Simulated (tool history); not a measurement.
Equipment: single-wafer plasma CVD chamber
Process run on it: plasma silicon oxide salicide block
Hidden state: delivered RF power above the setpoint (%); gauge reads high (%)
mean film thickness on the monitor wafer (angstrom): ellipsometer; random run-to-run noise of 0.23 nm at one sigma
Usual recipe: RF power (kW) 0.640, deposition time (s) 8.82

run	hour	RF power (kW)	deposition time (s)	wafers since the last listed run	hours since the last RF generator calibration	hours since the showerhead was replaced	hours since the gauge calibration	read-back reference wafer on the same gauge, thickness_nm	mean film thickness on the monitor wafer (angstrom)
1	0.0	0.640	7.58	0	896.7	2477.7	273.2	98.408	725.65
2	23.2	0.640	7.58	497	919.9	2500.9	296.4	98.480	725.48
3	30.1	0.640	7.58	147	926.8	2507.8	303.3	98.457	722.33
4	43.4	0.640	8.82	285	940.1	2521.1	316.6	98.457	843.96
5	51.4	0.640	8.82	171	948.1	2529.1	324.6	98.368	845.58
6	62.4	0.640	8.82	235	959.1	2540.1	335.6	98.358	841.88
7	76.1	0.640	8.82	293	972.8	2553.8	349.3	98.421	841.76
8	97.0	0.640	8.82	448	993.7	2574.7	370.2	98.393	843.95
9	112.4	0.735	8.82	330	1009.1	2590.1	385.6	98.387	886.22
10	130.1	0.600	9.51	379	1026.8	2607.8	403.3	98.489	889.30
11	144.5	0.640	8.82	308	1041.2	2622.2	417.7	98.345	838.99
12	152.3	0.640	8.82	167	1049.0	2630.0	425.5	98.440	840.04
13	163.3	0.640	8.82	235	1060.0	2641.0	436.5	98.482	840.38
14	169.9	0.640	10.08	141	1066.6	2647.6	443.1	98.507	962.39
15	179.9	0.640	10.08	214	1076.6	2657.6	453.1	98.465	963.30
16	197.3	0.640	8.82	373	1094.0	2675.0	470.5	98.458	842.08
17	205.0	0.640	8.82	165	1101.7	2682.7	478.2	98.395	846.73
18	212.6	0.640	8.82	162	1109.3	2690.3	485.8	98.378	841.55
19	228.5	0.640	8.82	340	1125.2	2706.2	501.7	98.460	844.06
20	238.3	0.570	8.82	210	1135.0	2716.0	511.5	98.457	803.91
21	254.8	0.570	8.82	353	1151.5	2732.5	528.0	98.340	806.78
# hour 255.7: gauge calibrated
# hour 268.8: showerhead replaced
22	270.8	0.640	7.13	171	1167.5	2.0	15.1	98.354	677.57
23	285.7	0.765	8.22	319	1182.4	16.9	30.0	98.324	835.07
24	292.6	0.640	9.59	147	1189.3	23.8	36.9	98.391	915.33
25	299.1	0.735	7.57	139	1195.8	30.3	43.4	98.453	756.68
26	316.0	0.520	10.14	362	1212.7	47.2	60.3	98.400	891.66
27	330.4	0.640	8.82	308	1227.1	61.6	74.7	98.414	839.45
28	340.4	0.715	10.06	214	1237.1	71.6	84.7	98.419	1000.77
29	347.7	0.640	8.82	156	1244.4	78.9	92.0	98.324	842.04

Estimate the outcome of run 30 from the log above:
30	364.5	0.555	8.82	360	1261.2	95.7	108.8	?	?

Run 30 came out at read-back reference wafer on the same gauge, thickness_nm 98.482, mean film thickness on the monitor wafer (angstrom) 799.46.
Had the tool carried no hidden state, the very same run would have given mean film thickness on the monitor wafer (angstrom) 825.45.
